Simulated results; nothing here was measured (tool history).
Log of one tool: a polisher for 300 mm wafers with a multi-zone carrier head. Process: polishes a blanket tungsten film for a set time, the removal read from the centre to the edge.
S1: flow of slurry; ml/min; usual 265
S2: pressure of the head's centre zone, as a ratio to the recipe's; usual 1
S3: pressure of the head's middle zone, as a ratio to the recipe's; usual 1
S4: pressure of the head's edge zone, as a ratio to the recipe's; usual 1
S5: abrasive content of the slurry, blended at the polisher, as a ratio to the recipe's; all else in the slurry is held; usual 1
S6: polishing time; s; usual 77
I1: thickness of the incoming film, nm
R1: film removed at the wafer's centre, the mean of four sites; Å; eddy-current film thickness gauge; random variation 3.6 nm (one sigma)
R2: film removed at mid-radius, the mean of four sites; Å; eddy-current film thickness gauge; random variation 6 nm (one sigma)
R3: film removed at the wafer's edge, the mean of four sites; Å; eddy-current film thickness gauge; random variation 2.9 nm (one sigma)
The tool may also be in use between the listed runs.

| run | hour | S1 | S2 | S3 | S4 | S5 | S6 | I1 | R1 | R2 | R3 |
|---|---|---|---|---|---|---|---|---|---|---|---|
| 1 | 0 | 290 | 1 | 1 | 1 | 1 | 66 | 1383.5 | 3599 | 3487 | 3532 |
| 2 | 27.8 | 265 | 1 | 1 | 1 | 1 | 77 | 1382.8 | 4115 | 4186 | 4068 |
| 3 | 56.8 | 265 | 1 | 1 | 1 | 1.15 | 70 | 1407.4 | 3912 | 3961 | 3840 |
|  | 71.3 | worn pad replaced by a new one |
| 4 | 91.1 | 265 | 1 | 1 | 1 | 1 | 67 | 1361.8 | 3600 | 3564 | 3554 |
| 5 | 118.6 | 265 | 0.95 | 1 | 1 | 1.1 | 62 | 1369.2 | 3283 | 3334 | 3374 |
| 6 | 131.7 | 340 | 1 | 1.07 | 1.06 | 1.15 | 77 | 1365.2 | 4344 | 4732 | 4446 |
| 7 | 150.2 | 265 | 1 | 1 | 1 | 1 | 77 | 1369.5 | 4079 | 4149 | 4052 |
| 8 | 185.5 | 265 | 0.95 | 0.91 | 1 | 0.8 | 93 | 1390.5 | 4356 | 4243 | 4497 |
|  | 251.6 | worn pad replaced by a new one |
| 9 | 252.1 | 265 | 1 | 0.92 | 0.91 | 1 | 77 | 1390.8 | 4117 | 3889 | 3899 |
| 10 | 262.8 | 265 | 1 | 1 | 1 | 1 | 77 | 1381.1 | 4075 | 4197 | 4074 |
|  | 281.7 | edge zone pressure recalibrated |
| 11 | 282.2 | 265 | 1.03 | 0.97 | 1 | 1.25 | 77 | 1376.6 | 4475 | 4364 | 4412 |
| 12 | 307.7 | 265 | 1 | 1 | 1 | 1 | 77 | 1381.4 | 4041 | 4163 | 4109 |
| 13 | 332.6 | 320 | 1.06 | 0.93 | 1 | 1 | 96 | 1378.9 | 5469 | 5047 | 5156 |
| 14 | 358.4 | 265 | 1 | 1 | 1 | 1 | 77 | 1385.7 | 4007 | 4144 | 4071 |
| 15 | 374.9 | 265 | 1 | 1 | 1 | 1 | 77 | 1369.2 | 3986 | 4049 | 4092 |
|  | 393.3 | centre zone pressure recalibrated |
| 16 | 410 | 265 | 1 | 1 | 1 | 1 | 77 | 1387.3 | 4228 | 4163 | 4100 |
| 17 | 427.3 | 240 | 1 | 0.89 | 1 | 1 | 56 | 1379.5 | 2960 | 2641 | 2929 |
| 18 | 446.6 | 265 | 0.9 | 1 | 1 | 1 | 77 | 1380.6 | 3837 | 4157 | 4098 |
|  | 458.1 | worn pad replaced by a new one |
| 19 | 475 | 265 | 1.06 | 1.08 | 1 | 0.7 | 104 | 1377.4 | 5066 | 5141 | 4838 |
| 20 | 498.3 | 265 | 1 | 1 | 0.96 | 0.8 | 91 | 1371 | 4524 | 4395 | 4372 |
| 21 | 525.2 | 265 | 1.04 | 0.92 | 0.93 | 1 | 77 | 1381.3 | 4267 | 3823 | 3980 |

4 ways to go on from here, each from the tool as it stands after run 21. What would each give?
| A | 525.6 | 265 | 1 | 1 | 1 | 1 | 77 | 1387.4 | ? | ? | ? |
| B | 525.6 | 265 | 0.92 | 1 | 1 | 1 | 77 | 1387.4 | ? | ? | ? |
| C | 525.6 | 195 | 1 | 1 | 1 | 1 | 77 | 1387.4 | ? | ? | ? |
| D | 525.6 | 235 | 0.96 | 0.95 | 1 | 1 | 96 | 1387.4 | ? | ? | ? |

| run | R1 | R2 | R3 |
|---|---|---|---|
| A | 4105 | 4125 | 4075 |
| B | 3823 | 4126 | 4075 |
| C | 3933 | 3970 | 3960 |
| D | 4865 | 4859 | 5032 |
Without the tool's hidden state the same runs would have given:
| run | R1 | R2 | R3 |
|---|---|---|---|
| A | 4148 | 4124 | 4075 |
| B | 3863 | 4126 | 4075 |
| C | 3974 | 3969 | 3960 |
| D | 4916 | 4859 | 5032 |
